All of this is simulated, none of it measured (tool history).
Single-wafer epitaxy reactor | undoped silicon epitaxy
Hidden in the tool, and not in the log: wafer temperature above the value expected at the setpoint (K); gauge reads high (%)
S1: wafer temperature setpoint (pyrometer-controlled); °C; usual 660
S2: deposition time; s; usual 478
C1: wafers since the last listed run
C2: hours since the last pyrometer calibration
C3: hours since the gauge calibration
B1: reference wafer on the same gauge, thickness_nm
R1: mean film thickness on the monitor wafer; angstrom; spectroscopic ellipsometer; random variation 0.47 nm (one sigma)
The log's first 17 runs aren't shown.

run 18 hour=792.6 | S1=671 S2=517 | C1=146 C2=1004.6 C3=1575.1 | B1=92.598 | R1=1354.16
run 19 hour=857.3 | S1=660 S2=457 | C1=161 C2=1069.3 C3=1639.8 | B1=92.725 | R1=974.8
run 20 hour=928.7 | S1=670 S2=478 | C1=178 C2=1140.7 C3=1711.2 | B1=92.446 | R1=1238.84
run 21 hour=965.6 | S1=667 S2=451 | C1=92 C2=1177.6 C3=1748.1 | B1=92.526 | R1=1094.46
-- hour=1152.7 gauge calibrated
run 22 hour=1171.1 | S1=655 S2=445 | C1=512 C2=1383.1 C3=18.4 | B1=92.685 | R1=872.37
-- hour=1295.6 pyrometer calibrated
run 23 hour=1384.2 | S1=660 S2=555 | C1=511 C2=88.6 C3=231.5 | B1=92.739 | R1=1165.36
run 24 hour=1449.9 | S1=660 S2=478 | C1=163 C2=154.3 C3=297.2 | B1=92.578 | R1=1005.98
run 25 hour=1520.6 | S1=674 S2=504 | C1=176 C2=225 C3=367.9 | B1=92.584 | R1=1375.6
run 26 hour=1577.2 | S1=660 S2=478 | C1=141 C2=281.6 C3=424.5 | B1=92.573 | R1=1007.92
run 27 hour=1620.6 | S1=665 S2=478 | C1=108 C2=325 C3=467.9 | B1=92.514 | R1=1111.61
run 28 hour=1657.9 | S1=664 S2=478 | C1=93 C2=362.3 C3=505.2 | B1=92.506 | R1=1089.6
run 29 hour=1692.4 | S1=660 S2=478 | C1=86 C2=396.8 C3=539.7 | B1=92.592 | R1=1014.83
run 30 hour=1755 | S1=665 S2=415 | C1=156 C2=459.4 C3=602.3 | B1=92.688 | R1=973.02
run 31 hour=1785.3 | S1=660 S2=478 | C1=75 C2=489.7 C3=632.6 | B1=92.502 | R1=1029.37
run 32 hour=1827 | S1=669 S2=569 | C1=104 C2=531.4 C3=674.3 | B1=92.701 | R1=1443.39
run 33 hour=1877.6 | S1=660 S2=543 | C1=126 C2=582 C3=724.9 | B1=92.575 | R1=1165.06
run 34 hour=1929.6 | S1=650 S2=478 | C1=129 C2=634 C3=776.9 | B1=92.711 | R1=847.14
run 35 hour=1959.4 | S1=660 S2=478 | C1=74 C2=663.8 C3=806.7 | B1=92.682 | R1=1012.51

Forecast each of these 3 alternatives for the next run:
run A hour=1959.9 | S1=660 S2=565 | C1=1 C2=664.3 C3=807.2 | B1=? | R1=?
run B hour=1959.9 | S1=656 S2=518 | C1=1 C2=664.3 C3=807.2 | B1=? | R1=?
run C hour=1959.9 | S1=668 S2=539 | C1=1 C2=664.3 C3=807.2 | B1=? | R1=?

run=A B1=92.703 R1=1211.73
run=B B1=92.703 R1=1030.53
run=C B1=92.703 R1=1341.11
Without the tool's hidden state the same runs would have given:
run=A R1=1176.79
run=B R1=1000.6
run=C R1=1303.01
